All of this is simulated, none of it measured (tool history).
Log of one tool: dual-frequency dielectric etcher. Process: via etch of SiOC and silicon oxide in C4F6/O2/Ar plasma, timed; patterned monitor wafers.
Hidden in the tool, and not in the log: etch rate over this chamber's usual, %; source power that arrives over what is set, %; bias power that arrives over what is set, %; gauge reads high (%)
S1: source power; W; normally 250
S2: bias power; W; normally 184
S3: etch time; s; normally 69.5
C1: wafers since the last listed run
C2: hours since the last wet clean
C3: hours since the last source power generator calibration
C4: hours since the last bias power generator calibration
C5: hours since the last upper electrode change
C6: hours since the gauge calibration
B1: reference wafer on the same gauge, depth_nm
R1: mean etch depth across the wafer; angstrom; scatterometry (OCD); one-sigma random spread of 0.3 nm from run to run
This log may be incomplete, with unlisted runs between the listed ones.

{"run": 1, "hour": 0.0, "S1": 250, "S2": 184, "S3": 83.5, "C1": 0, "C2": 535.0, "C3": 2534.4, "C4": 3150.7, "C5": 3081.6, "C6": 852.9, "B1": 62.7, "R1": 729}
{"run": 2, "hour": 46.5, "S1": 250, "S2": 184, "S3": 83.5, "C1": 721, "C2": 581.5, "C3": 2580.9, "C4": 3197.2, "C5": 3128.1, "C6": 899.4, "B1": 62.6, "R1": 726}
{"hour": 118.7, "done": "wet clean of the chamber"}
{"hour": 120.8, "done": "gauge calibrated"}
{"run": 3, "hour": 175.3, "S1": 250, "S2": 184, "S3": 83.5, "C1": 1627, "C2": 56.6, "C3": 2709.7, "C4": 3326.0, "C5": 3256.9, "C6": 54.5, "B1": 62.7, "R1": 710}
{"run": 4, "hour": 213.5, "S1": 250, "S2": 184, "S3": 74.5, "C1": 593, "C2": 94.8, "C3": 2747.9, "C4": 3364.2, "C5": 3295.1, "C6": 92.7, "B1": 62.8, "R1": 632}
{"run": 5, "hour": 244.6, "S1": 250, "S2": 184, "S3": 74.5, "C1": 482, "C2": 125.9, "C3": 2779.0, "C4": 3395.3, "C5": 3326.2, "C6": 123.8, "B1": 62.6, "R1": 637}
{"run": 6, "hour": 309.8, "S1": 250, "S2": 184, "S3": 69.5, "C1": 1012, "C2": 191.1, "C3": 2844.2, "C4": 3460.5, "C5": 3391.4, "C6": 189.0, "B1": 62.8, "R1": 595}
{"run": 7, "hour": 378.9, "S1": 250, "S2": 184, "S3": 59.5, "C1": 1072, "C2": 260.2, "C3": 2913.3, "C4": 3529.6, "C5": 3460.5, "C6": 258.1, "B1": 62.7, "R1": 511}
{"run": 8, "hour": 438.3, "S1": 250, "S2": 184, "S3": 59.5, "C1": 922, "C2": 319.6, "C3": 2972.7, "C4": 3589.0, "C5": 3519.9, "C6": 317.5, "B1": 62.7, "R1": 509}
{"run": 9, "hour": 492.3, "S1": 250, "S2": 184, "S3": 69.5, "C1": 838, "C2": 373.6, "C3": 3026.7, "C4": 3643.0, "C5": 3573.9, "C6": 371.5, "B1": 62.8, "R1": 601}
{"run": 10, "hour": 527.6, "S1": 250, "S2": 184, "S3": 69.5, "C1": 548, "C2": 408.9, "C3": 3062.0, "C4": 3678.3, "C5": 3609.2, "C6": 406.8, "B1": 62.7, "R1": 597}
{"run": 11, "hour": 582.9, "S1": 250, "S2": 184, "S3": 69.5, "C1": 858, "C2": 464.2, "C3": 3117.3, "C4": 3733.6, "C5": 3664.5, "C6": 462.1, "B1": 62.6, "R1": 596}
{"hour": 591.2, "done": "bias power generator calibrated"}
{"hour": 636.3, "done": "wet clean of the chamber"}
{"hour": 655.7, "done": "upper electrode replaced"}
{"run": 12, "hour": 656.2, "S1": 250, "S2": 184, "S3": 69.5, "C1": 401, "C2": 19.9, "C3": 3190.6, "C4": 65.0, "C5": 0.5, "C6": 535.4, "B1": 62.7, "R1": 587}
{"run": 13, "hour": 656.6, "S1": 250, "S2": 184, "S3": 69.5, "C1": 6, "C2": 20.3, "C3": 3191.0, "C4": 65.4, "C5": 0.9, "C6": 535.8, "B1": 62.8, "R1": 591}
{"run": 14, "hour": 746.4, "S1": 210, "S2": 184, "S3": 75.5, "C1": 1394, "C2": 110.1, "C3": 3280.8, "C4": 155.2, "C5": 90.7, "C6": 625.6, "B1": 62.7, "R1": 614}
{"run": 15, "hour": 795.0, "S1": 250, "S2": 184, "S3": 69.5, "C1": 754, "C2": 158.7, "C3": 3329.4, "C4": 203.8, "C5": 139.3, "C6": 674.2, "B1": 62.7, "R1": 591}
{"run": 16, "hour": 845.8, "S1": 230, "S2": 224, "S3": 88.5, "C1": 788, "C2": 209.5, "C3": 3380.2, "C4": 254.6, "C5": 190.1, "C6": 725.0, "B1": 62.7, "R1": 801}
{"hour": 873.7, "done": "source power generator calibrated"}
{"run": 17, "hour": 896.0, "S1": 250, "S2": 184, "S3": 75.5, "C1": 717, "C2": 259.7, "C3": 22.3, "C4": 304.8, "C5": 240.3, "C6": 775.2, "B1": 62.7, "R1": 648}
{"run": 18, "hour": 938.2, "S1": 250, "S2": 184, "S3": 74.5, "C1": 655, "C2": 301.9, "C3": 64.5, "C4": 347.0, "C5": 282.5, "C6": 817.4, "B1": 62.8, "R1": 638}
{"run": 19, "hour": 963.6, "S1": 230, "S2": 184, "S3": 88.5, "C1": 394, "C2": 327.3, "C3": 89.9, "C4": 372.4, "C5": 307.9, "C6": 842.8, "B1": 62.7, "R1": 741}
{"run": 20, "hour": 988.4, "S1": 250, "S2": 184, "S3": 69.5, "C1": 385, "C2": 352.1, "C3": 114.7, "C4": 397.2, "C5": 332.7, "C6": 867.6, "B1": 62.8, "R1": 598}
{"run": 21, "hour": 1055.9, "S1": 200, "S2": 211, "S3": 83.5, "C1": 1047, "C2": 419.6, "C3": 182.2, "C4": 464.7, "C5": 400.2, "C6": 935.1, "B1": 62.8, "R1": 716}
{"hour": 1065.2, "done": "gauge calibrated"}
{"run": 22, "hour": 1106.5, "S1": 250, "S2": 184, "S3": 69.5, "C1": 785, "C2": 470.2, "C3": 232.8, "C4": 515.3, "C5": 450.8, "C6": 41.3, "B1": 62.8, "R1": 600}
{"run": 23, "hour": 1148.3, "S1": 310, "S2": 202, "S3": 90.0, "C1": 648, "C2": 512.0, "C3": 274.6, "C4": 557.1, "C5": 492.6, "C6": 83.1, "B1": 62.7, "R1": 863}
{"run": 24, "hour": 1196.5, "S1": 300, "S2": 154, "S3": 58.0, "C1": 748, "C2": 560.2, "C3": 322.8, "C4": 605.3, "C5": 540.8, "C6": 131.3, "B1": 62.6, "R1": 485}
{"run": 25, "hour": 1237.9, "S1": 250, "S2": 224, "S3": 69.5, "C1": 642, "C2": 601.6, "C3": 364.2, "C4": 646.7, "C5": 582.2, "C6": 172.7, "B1": 62.6, "R1": 656}
{"hour": 1275.3, "done": "wet clean of the chamber"}
{"run": 26, "hour": 1286.0, "S1": 250, "S2": 184, "S3": 69.5, "C1": 374, "C2": 10.7, "C3": 412.3, "C4": 694.8, "C5": 630.3, "C6": 220.8, "B1": 62.6, "R1": 586}
{"run": 27, "hour": 1338.7, "S1": 250, "S2": 140, "S3": 69.5, "C1": 818, "C2": 63.4, "C3": 465.0, "C4": 747.5, "C5": 683.0, "C6": 273.5, "B1": 62.9, "R1": 522}

Selected run-to-run steps in R1, each split into two signed amounts: the part the tool would show with no hidden state at all (from settings, incoming material and random variation), and the remainder, which goes to the hidden state together with any gauge scatter not common to the measured and the hidden-state-free results:
Run 2 -> 3: wet clean of the chamber, gauge calibrated. R1 -16 angstrom: hidden state -18, all else +2.
Run 22 -> 23: S1 250 -> 310, S2 184 -> 202, S3 69.5 -> 90.0. R1 +263 angstrom: hidden state +6, all else +257.
Run 23 -> 24: S1 310 -> 300, S2 202 -> 154, S3 90.0 -> 58.0. R1 -378 angstrom: hidden state -7, all else -371.
Run 25 -> 26: S2 224 -> 184, wet clean of the chamber. R1 -70 angstrom: hidden state -15, all else -55.
